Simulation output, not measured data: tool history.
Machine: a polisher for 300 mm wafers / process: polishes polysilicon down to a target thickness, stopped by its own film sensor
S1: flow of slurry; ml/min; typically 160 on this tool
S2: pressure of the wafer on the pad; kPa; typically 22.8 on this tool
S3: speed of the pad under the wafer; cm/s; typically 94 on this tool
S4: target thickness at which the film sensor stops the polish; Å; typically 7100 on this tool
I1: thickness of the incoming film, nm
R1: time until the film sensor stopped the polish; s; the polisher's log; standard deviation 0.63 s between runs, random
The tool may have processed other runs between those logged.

Run 1, hour 0: usual settings; I1 1194.3. Result: R1 55.7 s.
Run 2, hour 15.5: usual settings but S1 125 ml/min, S3 86 cm/s; I1 1202.9. Result: R1 66.7 s.
Run 3, hour 25.6: usual settings; I1 1204.9. Result: R1 58.6 s.
Run 4, hour 32.7: usual settings; I1 1220.1. Result: R1 60.7 s.
Run 5, hour 43.6: usual settings; I1 1225.9. Result: R1 60.9 s.
Run 6, hour 55.9: usual settings but S4 7690 Å; I1 1209.3. Result: R1 53.2 s.
Run 7, hour 71.3: usual settings but S4 7690 Å; I1 1209.6. Result: R1 53.6 s.
At hour 86.9: worn pad replaced by a new one.
Run 8, hour 87.4: usual settings; I1 1209.9. Result: R1 57 s.
Run 9, hour 97.1: usual settings; I1 1222.4. Result: R1 59.6 s.
Run 10, hour 107.9: usual settings but S2 27.6 kPa, S4 8490 Å; I1 1200.1. Result: R1 34 s.
Run 11, hour 119.9: usual settings but S2 26.2 kPa; I1 1200.5. Result: R1 50.3 s.
Run 12, hour 136.4: usual settings; I1 1199.3. Result: R1 59.3 s.
Run 13, hour 147: usual settings; I1 1200.3. Result: R1 59.6 s.
Run 14, hour 159: usual settings; I1 1218.3. Result: R1 63.7 s.
Run 15, hour 170.6: usual settings; I1 1202.1. Result: R1 60.7 s.
At hour 182.1: worn pad replaced by a new one.
Run 16, hour 182.6: usual settings; I1 1221.1. Result: R1 59.8 s.
Run 17, hour 197: usual settings but S1 175 ml/min; I1 1227.5. Result: R1 59.8 s.
Run 18, hour 208.5: usual settings; I1 1227.8. Result: R1 61.2 s.
Run 19, hour 221.1: usual settings but S1 120 ml/min, S3 118 cm/s, S4 8450 Å; I1 1207.7. Result: R1 36.6 s.
At hour 226.2: head pressure recalibrated.
Run 20, hour 232.9: usual settings; I1 1193.5. Result: R1 56.5 s.
Run 21, hour 247.2: usual settings but S2 16.5 kPa, S4 8690 Å; I1 1197.7. Result: R1 54.7 s.
Run 22, hour 256: usual settings but S2 29.6 kPa, S4 8640 Å; I1 1212.2. Result: R1 33.5 s.
Run 23, hour 263.8: usual settings but S1 180 ml/min, S2 25.5 kPa, S3 68 cm/s, S4 5730 Å; I1 1219.9. Result: R1 97.8 s.
At hour 273.8: slurry nozzle cleaned.
At hour 277.7: worn pad replaced by a new one.
Run 24, hour 279.4: usual settings but S2 15.9 kPa, S3 102 cm/s, S4 6220 Å; I1 1184.7. Result: R1 87.5 s.
Run 25, hour 294.2: usual settings; I1 1214.8. Result: R1 58.6 s.
Run 26, hour 307.7: usual settings but S2 29.6 kPa, S3 80 cm/s; I1 1224.2. Result: R1 54.2 s.
Run 27, hour 318.9: usual settings but S1 180 ml/min, S2 25.5 kPa, S3 68 cm/s, S4 5730 Å; I1 1206.5. Result: R1 91.3 s.
Run 28, hour 331.1: usual settings but S1 205 ml/min, S2 24.8 kPa, S3 86 cm/s, S4 5960 Å; I1 1209.2. Result: R1 71.6 s.
Run 29, hour 346.7: usual settings but S2 15.2 kPa, S3 66 cm/s; I1 1215.3. Result: R1 133.4 s.
Run 30, hour 352.9: usual settings but S1 180 ml/min, S2 25.5 kPa, S3 122 cm/s, S4 8080 Å; I1 1226.5. Result: R1 35.2 s.
At hour 363.2: worn pad replaced by a new one.
Run 31, hour 370.8: usual settings but S1 130 ml/min, S2 19.3 kPa, S3 78 cm/s, S4 6420 Å; I1 1198.4. Result: R1 94.6 s.
Run 32, hour 377.2: usual settings but S2 17.9 kPa, S3 120 cm/s, S4 5570 Å; I1 1220.3. Result: R1 77 s.
Run 33, hour 383.2: usual settings but S2 25.5 kPa, S4 8160 Å; I1 1208.6. Result: R1 41.7 s.
Run 34, hour 389.6: usual settings but S3 84 cm/s, S4 8430 Å; I1 1215.6. Result: R1 49 s.
Run 35, hour 396.7: usual settings but S1 110 ml/min, S3 68 cm/s, S4 7560 Å; I1 1227.8. Result: R1 84.3 s.
Run 36, hour 411: usual settings but S1 175 ml/min, S2 28.3 kPa, S3 114 cm/s; I1 1236.4. Result: R1 41 s.
Run 37, hour 421.4: usual settings but S1 140 ml/min, S2 18.6 kPa, S3 74 cm/s, S4 8840 Å; I1 1200.1. Result: R1 61 s.
Run 38, hour 429.3: usual settings; I1 1187.5. Result: R1 58.2 s.

Predict each of these 3 candidate next runs independently; none follows another, all start after run 38:
Run A, hour 429.7: usual settings; I1 1205.5. Result: R1 ?.
Run B, hour 429.7: usual settings but S3 82 cm/s, S4 8450 Å; I1 1205.5. Result: R1 ?.
Run C, hour 429.7: usual settings but S1 200 ml/min, S3 108 cm/s, S4 5760 Å; I1 1205.5. Result: R1 ?.

run    R1
  A  60.3
  B  50.3
  C  64.4
With no hidden state in the tool, these same runs would have given:
run    R1
  A  56.8
  B  47.3
  C  60.6
